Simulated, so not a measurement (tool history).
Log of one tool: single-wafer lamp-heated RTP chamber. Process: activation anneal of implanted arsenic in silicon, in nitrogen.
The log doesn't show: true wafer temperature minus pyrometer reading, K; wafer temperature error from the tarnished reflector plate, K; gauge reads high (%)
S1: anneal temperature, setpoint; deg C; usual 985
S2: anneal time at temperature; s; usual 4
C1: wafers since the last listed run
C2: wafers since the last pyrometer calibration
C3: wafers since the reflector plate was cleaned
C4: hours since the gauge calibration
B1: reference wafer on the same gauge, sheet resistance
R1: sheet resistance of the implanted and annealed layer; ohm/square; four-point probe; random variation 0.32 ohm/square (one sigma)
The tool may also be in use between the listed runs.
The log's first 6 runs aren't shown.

run     day    S1  S2   C1    C2     C3     C4      B1      R1
  7   3.771   977   4  527  3611   8757  471.1  148.88  156.55
  8   4.238   985   4  182  3794   8940  482.3  148.95  155.53
  9   4.783   985   4  213  4007   9153  495.4  149.04  154.94
 10   5.075   966   4  114  4121   9267  502.4  149.07  157.07
 11   5.671   966   4  233  4354   9500  516.7  148.89  157.79
 12   6.000   966   4  128  4483   9629  524.6  149.07  157.59
 13   6.383   985   5  149  4633   9779  533.8  148.98  153.88
 14   6.717   985   5  130  4763   9909  541.8  149.04  154.30
      6.917  -- gauge calibrated
      7.146  -- pyrometer window cleaned and pyrometer calibrated
 15   7.288   985   5   92    55  10002    8.9  148.97  154.70
 16   7.650   958   5  141   196  10144   17.6  149.17  158.29
 17   8.112   958   3  180   377  10325   28.7  148.99  159.34
 18   8.821   973   5  276   654  10602   45.7  149.06  156.53
 19   9.283   985   6  180   835  10783   56.8  148.96  153.20
 20   9.929   972   5  252  1088  11035   72.3  148.99  155.80
 21  10.575   971   4  252  1340  11288   87.8  148.96  157.03
 22  11.021   956   5  174  1515  11462   98.5  149.03  157.83
 23  11.742  1004   4  281  1796  11744  115.8  148.95  153.00
 24  12.479   985   4  288  2085  12032  133.5  148.99  155.70

Forecast run 25:
 25  12.825  985   4  135  2220  12168  141.8   ?   ?

{"run 25": {"B1": 149.01, "R1": 155.62}}
Without the tool's hidden state the same run would have given R1 156.35 ohm/square.

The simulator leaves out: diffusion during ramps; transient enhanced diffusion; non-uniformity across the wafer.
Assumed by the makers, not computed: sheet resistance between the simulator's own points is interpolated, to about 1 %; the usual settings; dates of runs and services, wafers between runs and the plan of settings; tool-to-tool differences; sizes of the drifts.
